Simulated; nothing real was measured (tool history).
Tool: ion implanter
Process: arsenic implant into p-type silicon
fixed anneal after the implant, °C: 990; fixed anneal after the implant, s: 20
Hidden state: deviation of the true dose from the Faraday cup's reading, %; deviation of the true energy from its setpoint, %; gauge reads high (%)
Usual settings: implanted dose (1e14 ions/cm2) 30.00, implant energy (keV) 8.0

run	day	implanted dose (1e14 ions/cm2)	implant energy (keV)	wafers since the last listed run	hours since the last dose calibration	hours since the extraction supply was calibrated	hours since the gauge calibration	read-back reference wafer on the same gauge, sheet resistance	sheet resistance of the implanted and annealed layer (ohm/square)
1	0.000	30.00	9.5	0	805.4	6356.2	407.8	146.04	129.24
# day 2.438: Faraday cup replaced and dose calibrated
2	3.183	30.00	9.5	692	17.9	6432.6	484.2	146.01	128.39
3	5.808	30.00	8.0	637	80.9	6495.6	547.2	145.99	132.60
4	9.129	30.00	8.0	807	160.6	6575.3	626.9	146.00	132.82
# day 13.092: gauge calibrated
5	18.171	32.04	8.0	2197	377.6	6792.3	121.9	145.99	131.47
# day 20.679: extraction supply calibrated
6	21.454	32.04	8.0	716	456.4	18.6	200.7	145.94	131.25
7	23.196	32.04	8.0	423	498.2	60.4	242.5	146.03	131.69
8	33.942	23.23	9.0	2611	756.1	318.3	500.4	145.95	135.25
9	37.967	25.69	6.0	978	852.7	414.9	597.0	146.07	142.47
10	41.483	30.00	8.0	854	937.1	499.3	681.4	146.05	133.05
# day 41.867: gauge calibrated
11	43.442	22.63	10.5	475	984.1	546.3	37.8	146.03	132.13
# day 44.092: Faraday cup replaced and dose calibrated
12	45.050	36.48	5.5	309	23.0	584.9	76.4	146.08	136.70
13	46.817	22.46	10.0	429	65.4	627.3	118.8	145.93	131.87
14	49.775	24.46	7.0	718	136.4	698.3	189.8	146.01	138.90
15	54.221	37.55	6.5	1080	243.1	805.0	296.5	146.04	132.72
16	55.862	30.00	8.0	398	282.5	844.4	335.9	145.95	132.74

Forecast each of these 5 alternatives for the next run:
A	55.879	30.00	10.5	4	282.9	844.8	336.3	?	?
B	55.879	25.71	6.5	4	282.9	844.8	336.3	?	?
C	55.879	27.41	5.5	4	282.9	844.8	336.3	?	?
D	55.879	32.85	7.0	4	282.9	844.8	336.3	?	?
E	55.879	22.91	7.0	4	282.9	844.8	336.3	?	?

run	read-back reference wafer on the same gauge, sheet resistance	sheet resistance of the implanted and annealed layer (ohm/square)
A	145.97	126.16
B	145.97	139.75
C	145.97	142.12
D	145.97	133.62
E	145.97	140.58
Without the tool's hidden state the same runs would have given:
run	sheet resistance of the implanted and annealed layer (ohm/square)
A	125.96
B	139.49
C	141.86
D	133.40
E	140.30

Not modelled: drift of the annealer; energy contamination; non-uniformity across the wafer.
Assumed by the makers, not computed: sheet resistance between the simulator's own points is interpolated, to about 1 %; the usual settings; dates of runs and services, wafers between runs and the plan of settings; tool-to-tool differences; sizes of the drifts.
